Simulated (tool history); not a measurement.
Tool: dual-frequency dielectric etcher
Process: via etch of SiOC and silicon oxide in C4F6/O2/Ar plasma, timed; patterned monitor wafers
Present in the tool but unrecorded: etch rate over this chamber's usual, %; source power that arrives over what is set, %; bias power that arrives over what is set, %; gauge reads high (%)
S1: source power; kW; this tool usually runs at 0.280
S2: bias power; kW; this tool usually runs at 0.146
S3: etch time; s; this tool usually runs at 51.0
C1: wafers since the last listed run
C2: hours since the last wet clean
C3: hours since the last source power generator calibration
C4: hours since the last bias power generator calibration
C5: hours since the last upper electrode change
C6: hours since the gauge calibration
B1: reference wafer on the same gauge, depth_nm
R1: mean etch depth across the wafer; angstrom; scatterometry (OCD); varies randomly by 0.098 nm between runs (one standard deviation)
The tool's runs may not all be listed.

run 1 hour=0.0 | S1=0.260 S2=0.146 S3=51.0 | C1=0 C2=389.9 C3=3579.7 C4=1293.7 C5=4037.8 C6=2856.4 | B1=46.41 | R1=358.9
run 2 hour=39.6 | S1=0.280 S2=0.146 S3=51.0 | C1=341 C2=429.5 C3=3619.3 C4=1333.3 C5=4077.4 C6=2896.0 | B1=46.42 | R1=373.1
run 3 hour=193.0 | S1=0.280 S2=0.146 S3=51.0 | C1=1324 C2=582.9 C3=3772.7 C4=1486.7 C5=4230.8 C6=3049.4 | B1=46.38 | R1=368.8
-- hour=223.5 source power generator calibrated
run 4 hour=324.0 | S1=0.280 S2=0.146 S3=51.0 | C1=1096 C2=713.9 C3=100.5 C4=1617.7 C5=4361.8 C6=3180.4 | B1=46.38 | R1=378.3
-- hour=398.2 wet clean of the chamber
run 5 hour=429.8 | S1=0.280 S2=0.146 S3=51.0 | C1=706 C2=31.6 C3=206.3 C4=1723.5 C5=4467.6 C6=3286.2 | B1=46.43 | R1=389.4
run 6 hour=516.3 | S1=0.280 S2=0.146 S3=51.0 | C1=746 C2=118.1 C3=292.8 C4=1810.0 C5=4554.1 C6=3372.7 | B1=46.39 | R1=386.7
-- hour=623.7 gauge calibrated
run 7 hour=623.8 | S1=0.280 S2=0.146 S3=51.0 | C1=928 C2=225.6 C3=400.3 C4=1917.5 C5=4661.6 C6=0.1 | B1=46.43 | R1=386.4
run 8 hour=669.6 | S1=0.280 S2=0.146 S3=51.0 | C1=395 C2=271.4 C3=446.1 C4=1963.3 C5=4707.4 C6=45.9 | B1=46.38 | R1=383.8
run 9 hour=727.7 | S1=0.280 S2=0.146 S3=51.0 | C1=501 C2=329.5 C3=504.2 C4=2021.4 C5=4765.5 C6=104.0 | B1=46.36 | R1=383.9
run 10 hour=797.3 | S1=0.280 S2=0.146 S3=51.0 | C1=601 C2=399.1 C3=573.8 C4=2091.0 C5=4835.1 C6=173.6 | B1=46.34 | R1=381.0
run 11 hour=865.5 | S1=0.280 S2=0.146 S3=55.0 | C1=588 C2=467.3 C3=642.0 C4=2159.2 C5=4903.3 C6=241.8 | B1=46.39 | R1=408.7
-- hour=1133.7 wet clean of the chamber
run 12 hour=1182.8 | S1=0.330 S2=0.175 S3=41.0 | C1=2532 C2=49.1 C3=959.3 C4=2476.5 C5=5220.6 C6=559.1 | B1=46.43 | R1=353.5
-- hour=1248.9 bias power generator calibrated
run 13 hour=1249.4 | S1=0.280 S2=0.180 S3=51.0 | C1=540 C2=115.7 C3=1025.9 C4=0.5 C5=5287.2 C6=625.7 | B1=46.43 | R1=412.6
-- hour=1305.3 upper electrode replaced
run 14 hour=1320.5 | S1=0.280 S2=0.146 S3=51.0 | C1=406 C2=186.8 C3=1097.0 C4=71.6 C5=15.2 C6=696.8 | B1=46.45 | R1=381.9
run 15 hour=1399.6 | S1=0.280 S2=0.146 S3=51.0 | C1=683 C2=265.9 C3=1176.1 C4=150.7 C5=94.3 C6=775.9 | B1=46.40 | R1=380.6
run 16 hour=1499.3 | S1=0.280 S2=0.146 S3=42.5 | C1=860 C2=365.6 C3=1275.8 C4=250.4 C5=194.0 C6=875.6 | B1=46.38 | R1=315.0
run 17 hour=1769.4 | S1=0.230 S2=0.120 S3=51.0 | C1=2332 C2=635.7 C3=1545.9 C4=520.5 C5=464.1 C6=1145.7 | B1=46.39 | R1=320.9
run 18 hour=1826.1 | S1=0.280 S2=0.146 S3=55.0 | C1=489 C2=692.4 C3=1602.6 C4=577.2 C5=520.8 C6=1202.4 | B1=46.42 | R1=402.5
run 19 hour=1879.8 | S1=0.350 S2=0.146 S3=35.5 | C1=463 C2=746.1 C3=1656.3 C4=630.9 C5=574.5 C6=1256.1 | B1=46.39 | R1=286.3
-- hour=1935.8 wet clean of the chamber
run 20 hour=1958.8 | S1=0.280 S2=0.162 S3=58.5 | C1=474 C2=23.0 C3=1735.3 C4=709.9 C5=653.5 C6=1335.1 | B1=46.38 | R1=456.1
run 21 hour=2026.6 | S1=0.300 S2=0.156 S3=55.5 | C1=585 C2=90.8 C3=1803.1 C4=777.7 C5=721.3 C6=1402.9 | B1=46.45 | R1=437.7
run 22 hour=2086.0 | S1=0.280 S2=0.146 S3=51.0 | C1=512 C2=150.2 C3=1862.5 C4=837.1 C5=780.7 C6=1462.3 | B1=46.45 | R1=381.2
run 23 hour=2172.9 | S1=0.280 S2=0.146 S3=51.0 | C1=750 C2=237.1 C3=1949.4 C4=924.0 C5=867.6 C6=1549.2 | B1=46.41 | R1=379.4
run 24 hour=2367.2 | S1=0.340 S2=0.127 S3=63.5 | C1=1677 C2=431.4 C3=2143.7 C4=1118.3 C5=1061.9 C6=1743.5 | B1=46.41 | R1=486.8
run 25 hour=2403.6 | S1=0.280 S2=0.177 S3=35.5 | C1=314 C2=467.8 C3=2180.1 C4=1154.7 C5=1098.3 C6=1779.9 | B1=46.44 | R1=279.1
run 26 hour=2450.0 | S1=0.340 S2=0.120 S3=65.5 | C1=400 C2=514.2 C3=2226.5 C4=1201.1 C5=1144.7 C6=1826.3 | B1=46.43 | R1=492.4
run 27 hour=2522.4 | S1=0.280 S2=0.146 S3=51.0 | C1=625 C2=586.6 C3=2298.9 C4=1273.5 C5=1217.1 C6=1898.7 | B1=46.44 | R1=373.6
-- hour=2594.2 wet clean of the chamber
run 28 hour=2594.7 | S1=0.280 S2=0.146 S3=51.0 | C1=417 C2=0.5 C3=2371.2 C4=1345.8 C5=1289.4 C6=1971.0 | B1=46.38 | R1=385.4
run 29 hour=2678.3 | S1=0.230 S2=0.167 S3=63.5 | C1=721 C2=84.1 C3=2454.8 C4=1429.4 C5=1373.0 C6=2054.6 | B1=46.44 | R1=454.2
run 30 hour=2753.5 | S1=0.280 S2=0.146 S3=51.0 | C1=649 C2=159.3 C3=2530.0 C4=1504.6 C5=1448.2 C6=2129.8 | B1=46.44 | R1=381.2

Hidden state at the last listed run before each entry between runs and at the first one after, where it differs:
In the gap between runs 3 and 4: source power generator calibrated (hour 223.5)
  etch rate over this chamber's usual, %: -2.32 -> -2.88; source power that arrives over what is set, %: -6.4 -> 0.306
  what was measured, less what the result would be without the hidden state, R1: -20.3 -> -10.7 angstrom
In the gap between runs 4 and 5: wet clean of the chamber (hour 398.2)
  etch rate over this chamber's usual, %: -2.88 -> 0.114; source power that arrives over what is set, %: 0.306 -> 0.152
  what was measured, less what the result would be without the hidden state, R1: -10.7 -> +0.8 angstrom
In the gap between runs 6 and 7: gauge calibrated (hour 623.7)
  etch rate over this chamber's usual, %: -0.259 -> -0.724; source power that arrives over what is set, %: 0.0267 -> -0.129
  what was measured, less what the result would be without the hidden state, R1: -1.0 -> -3.1 angstrom
In the gap between runs 11 and 12: wet clean of the chamber (hour 1133.7)
  etch rate over this chamber's usual, %: -1.77 -> -0.386; source power that arrives over what is set, %: -0.48 -> -0.941
  what was measured, less what the result would be without the hidden state, R1: -8.3 -> -2.8 angstrom
In the gap between runs 12 and 13: bias power generator calibrated (hour 1248.9)
  etch rate over this chamber's usual, %: -0.386 -> -0.674; source power that arrives over what is set, %: -0.941 -> -1.04
  what was measured, less what the result would be without the hidden state, R1: -2.8 -> -4.7 angstrom
In the gap between runs 13 and 14: upper electrode replaced (hour 1305.3)
  etch rate over this chamber's usual, %: -0.674 -> -0.981; source power that arrives over what is set, %: -1.04 -> -1.14
  what was measured, less what the result would be without the hidden state, R1: -4.7 -> -5.8 angstrom
In the gap between runs 19 and 20: wet clean of the chamber (hour 1935.8)
  etch rate over this chamber's usual, %: -3.4 -> -0.249; source power that arrives over what is set, %: -1.95 -> -2.07
  what was measured, less what the result would be without the hidden state, R1: -12.7 -> -5.5 angstrom
In the gap between runs 27 and 28: wet clean of the chamber (hour 2594.2)
  etch rate over this chamber's usual, %: -2.68 -> 0.292; source power that arrives over what is set, %: -2.89 -> -2.99
  what was measured, less what the result would be without the hidden state, R1: -15.4 -> -4.2 angstrom

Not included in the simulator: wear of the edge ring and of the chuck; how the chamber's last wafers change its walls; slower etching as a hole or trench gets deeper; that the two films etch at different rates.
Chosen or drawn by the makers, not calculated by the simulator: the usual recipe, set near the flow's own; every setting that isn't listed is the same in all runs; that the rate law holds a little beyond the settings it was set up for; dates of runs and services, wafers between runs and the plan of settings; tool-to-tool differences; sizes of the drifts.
